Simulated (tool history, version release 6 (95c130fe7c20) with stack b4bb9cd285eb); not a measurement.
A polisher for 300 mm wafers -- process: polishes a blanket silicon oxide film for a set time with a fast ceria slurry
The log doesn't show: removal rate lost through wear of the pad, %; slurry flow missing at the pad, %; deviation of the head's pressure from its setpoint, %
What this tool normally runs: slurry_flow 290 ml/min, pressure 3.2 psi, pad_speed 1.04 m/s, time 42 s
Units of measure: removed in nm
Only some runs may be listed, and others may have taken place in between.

run,day,slurry_flow,pressure,pad_speed,time,wafers since the last listed run,wafers polished on this pad,hours since the slurry nozzle was cleaned,hours since the head pressure was calibrated,"incoming thickness of the incoming film, nm",removed
1,0.000,370,3.2,1.04,42,0,794,80.6,962.9,3961.0,692.3
2,3.942,290,3.2,1.04,42,963,1758,175.2,1057.5,3845.7,671.6
# day 4.792: head pressure recalibrated
3,5.762,290,3.2,1.04,42,424,2183,218.9,23.3,3853.0,674.6
4,9.271,290,3.2,1.04,42,857,3041,303.1,107.5,3902.2,677.0
5,11.296,290,3.2,1.04,42,495,3536,351.7,156.1,3827.0,666.7
6,13.467,290,3.2,1.04,42,530,4066,403.8,208.2,3878.7,663.4
7,17.300,290,3.2,1.04,42,937,5004,495.8,300.2,3846.4,650.2
8,19.446,290,3.2,1.04,42,524,5528,547.3,351.7,3847.5,651.9
# day 20.558: slurry nozzle cleaned
9,21.221,290,3.2,1.04,42,423,5952,15.9,394.3,3871.4,648.3
10,24.962,290,3.2,1.04,42,914,6867,105.7,484.1,3830.2,649.6
# day 25.867: worn pad replaced by a new one
11,28.533,290,3.2,1.04,42,832,652,191.4,569.8,3839.1,682.0
12,31.321,355,3.2,1.04,42,681,1333,258.3,636.7,3881.5,688.9
13,33.221,290,2.9,1.04,32,464,1798,303.9,682.3,3845.4,470.7
14,35.412,320,2.9,0.92,29,535,2333,356.5,734.9,3828.6,377.2
15,37.012,290,2.9,1.04,32,391,2725,394.9,773.3,3800.6,458.8
16,39.517,290,3.2,1.26,42,612,3337,455.0,833.4,3888.5,806.4
17,43.154,290,3.2,1.04,42,889,4226,542.3,920.7,3903.1,656.7
18,46.871,245,3.2,1.04,42,908,5135,631.5,1009.9,3920.0,642.7
19,50.329,290,3.2,1.04,42,845,5980,714.5,1092.9,3846.0,643.9
# day 50.542: slurry nozzle cleaned
# day 50.604: head pressure recalibrated
20,53.633,190,2.3,1.04,42,781,6762,74.2,72.7,3840.1,432.6
# day 55.179: worn pad replaced by a new one
21,57.742,290,3.2,1.04,42,963,626,172.8,171.3,3926.8,675.1
22,59.842,220,4.2,1.04,34,513,1139,223.2,221.7,3886.7,695.7
23,62.358,290,2.8,1.14,42,615,1755,283.6,282.1,3804.6,652.7
24,65.204,335,3.6,1.04,54,695,2450,351.9,350.4,3862.0,979.7
25,69.638,290,3.2,1.04,51,1083,3534,458.3,456.8,3918.1,790.5
26,76.912,290,3.2,1.04,42,1778,5313,632.9,631.4,3919.6,640.4
27,81.112,225,4.0,0.82,32,1026,6340,733.7,732.2,3883.9,472.8
# day 81.508: slurry nozzle cleaned
# day 84.217: worn pad replaced by a new one
28,84.238,290,2.9,1.04,32,713,5,65.5,807.2,3810.0,470.1
29,88.179,290,2.1,1.22,29,963,969,160.1,901.8,3936.0,358.6
30,89.817,290,3.2,1.04,42,400,1369,199.4,941.1,3861.4,665.9
31,91.550,260,3.2,0.84,42,423,1793,241.0,982.7,3856.6,529.4
# day 92.042: head pressure recalibrated
32,95.579,230,3.2,1.04,42,964,2758,337.7,84.9,3855.3,640.8
33,97.254,290,3.2,1.04,42,409,3167,377.9,125.1,3906.4,655.6
34,98.892,385,3.8,1.04,42,400,3567,417.2,164.4,3885.5,784.4
35,101.458,290,2.9,1.04,42,627,4195,478.8,226.0,3837.2,586.6
36,104.746,290,3.2,1.04,42,803,4999,557.7,304.9,3806.1,644.6
37,106.338,290,3.2,1.04,42,389,5388,595.9,343.1,3849.1,648.6

Below are 4 alternative next runs, each starting from the tool's condition after run 37. Predict each:
A,106.354,290,3.2,1.04,42,4,5392,596.3,343.5,3829.6,?
B,106.354,250,3.2,1.04,50,4,5392,596.3,343.5,3829.6,?
C,106.354,290,3.2,0.82,42,4,5392,596.3,343.5,3829.6,?
D,106.354,290,4.3,1.04,36,4,5392,596.3,343.5,3829.6,?

run,removed
A,638.3
B,747.6
C,503.3
D,735.2
Stripped of hidden state, with their random variation kept, the same runs would have yielded:
run,removed
A,683.6
B,800.6
C,539.0
D,787.3
